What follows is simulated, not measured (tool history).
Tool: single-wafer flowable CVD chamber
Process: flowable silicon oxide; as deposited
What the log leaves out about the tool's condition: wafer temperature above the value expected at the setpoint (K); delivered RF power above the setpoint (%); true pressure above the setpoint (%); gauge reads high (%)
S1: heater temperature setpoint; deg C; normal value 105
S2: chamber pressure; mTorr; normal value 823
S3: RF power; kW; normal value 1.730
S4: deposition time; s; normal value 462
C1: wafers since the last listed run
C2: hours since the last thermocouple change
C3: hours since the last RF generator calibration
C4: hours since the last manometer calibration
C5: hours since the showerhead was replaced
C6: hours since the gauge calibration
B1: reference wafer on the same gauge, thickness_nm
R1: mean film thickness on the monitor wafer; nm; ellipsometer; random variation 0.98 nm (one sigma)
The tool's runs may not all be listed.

run,hour,S1,S2,S3,S4,C1,C2,C3,C4,C5,C6,B1,R1
1,0.0,105,823,1.730,462,0,985.9,2301.7,2566.6,2182.6,845.9,260.684,239.863
# hour 39.9: capacitance manometer re-zeroed and calibrated
2,40.4,105,823,1.730,462,91,1026.3,2342.1,0.5,2223.0,886.3,260.468,242.157
3,58.6,105,823,1.730,462,51,1044.5,2360.3,18.7,2241.2,904.5,260.743,242.320
4,89.5,117,823,1.730,462,86,1075.4,2391.2,49.6,2272.1,935.4,260.870,170.063
5,124.1,109,823,1.930,421,97,1110.0,2425.8,84.2,2306.7,970.0,261.237,203.712
6,150.0,105,823,1.730,462,72,1135.9,2451.7,110.1,2332.6,995.9,261.266,243.334
7,163.6,105,823,1.730,462,38,1149.5,2465.3,123.7,2346.2,1009.5,260.978,241.925
# hour 203.7: thermocouple changed; heater temperature recalibrated
8,204.2,109,1027,1.730,462,91,0.5,2505.9,164.3,2386.8,1050.1,261.257,254.011
# hour 264.4: gauge calibrated
9,291.6,101,626,1.920,493,245,87.9,2593.3,251.7,2474.2,27.2,261.219,238.396
# hour 315.8: showerhead replaced, of another model than before
10,316.3,100,711,1.975,417,46,112.6,2618.0,276.4,0.5,51.9,260.721,245.155
11,342.1,105,956,1.730,429,72,138.4,2643.8,302.2,26.3,77.7,260.719,245.776
12,359.1,114,647,2.015,430,47,155.4,2660.8,319.2,43.3,94.7,260.913,161.062
# hour 372.9: RF generator calibrated
13,393.9,98,731,1.730,399,75,190.2,21.0,354.0,78.1,129.5,261.090,237.461
14,429.1,90,924,2.025,431,98,225.4,56.2,389.2,113.3,164.7,260.759,412.682
15,455.4,105,976,1.985,462,73,251.7,82.5,415.5,139.6,191.0,261.354,289.202
16,478.0,105,652,1.730,385,63,274.3,105.1,438.1,162.2,213.6,261.720,174.382
17,493.0,105,823,1.900,462,42,289.3,120.1,453.1,177.2,228.6,261.012,256.150
18,515.2,105,823,1.730,462,62,311.5,142.3,475.3,199.4,250.8,261.207,241.436
19,550.1,105,823,1.730,462,98,346.4,177.2,510.2,234.3,285.7,261.106,241.468
20,567.6,105,719,2.010,425,49,363.9,194.7,527.7,251.8,303.2,261.451,221.175
21,586.9,91,756,1.475,462,54,383.2,214.0,547.0,271.1,322.5,260.944,275.589
22,610.1,105,664,1.730,462,65,406.4,237.2,570.2,294.3,345.7,261.455,212.610
23,630.5,99,823,1.975,462,57,426.8,257.6,590.6,314.7,366.1,261.433,313.438
24,652.3,105,823,1.515,509,61,448.6,279.4,612.4,336.5,387.9,261.007,223.267
25,674.7,98,668,1.545,394,62,471.0,301.8,634.8,358.9,410.3,260.280,195.766
26,689.2,105,823,1.730,462,40,485.5,316.3,649.3,373.4,424.8,260.280,242.390
27,715.0,105,681,1.730,384,72,511.3,342.1,675.1,399.2,450.6,260.925,179.637

5 options for the next run, each taken on its own from the tool as it stands now. Forecast them:
A,715.5,105,823,1.730,462,1,511.8,342.6,675.6,399.7,451.1,?,?
B,715.5,105,823,1.440,519,1,511.8,342.6,675.6,399.7,451.1,?,?
C,715.5,105,823,2.030,532,1,511.8,342.6,675.6,399.7,451.1,?,?
D,715.5,99,646,1.730,488,1,511.8,342.6,675.6,399.7,451.1,?,?
E,715.5,105,946,1.730,462,1,511.8,342.6,675.6,399.7,451.1,?,?

run,B1,R1
A,261.091,243.088
B,261.091,201.253
C,261.091,302.907
D,261.091,266.895
E,261.091,265.861
Take away the tool's hidden state, keep each run's random variation, and the runs would have read:
run,R1
A,237.115
B,196.308
C,295.464
D,260.524
E,259.328
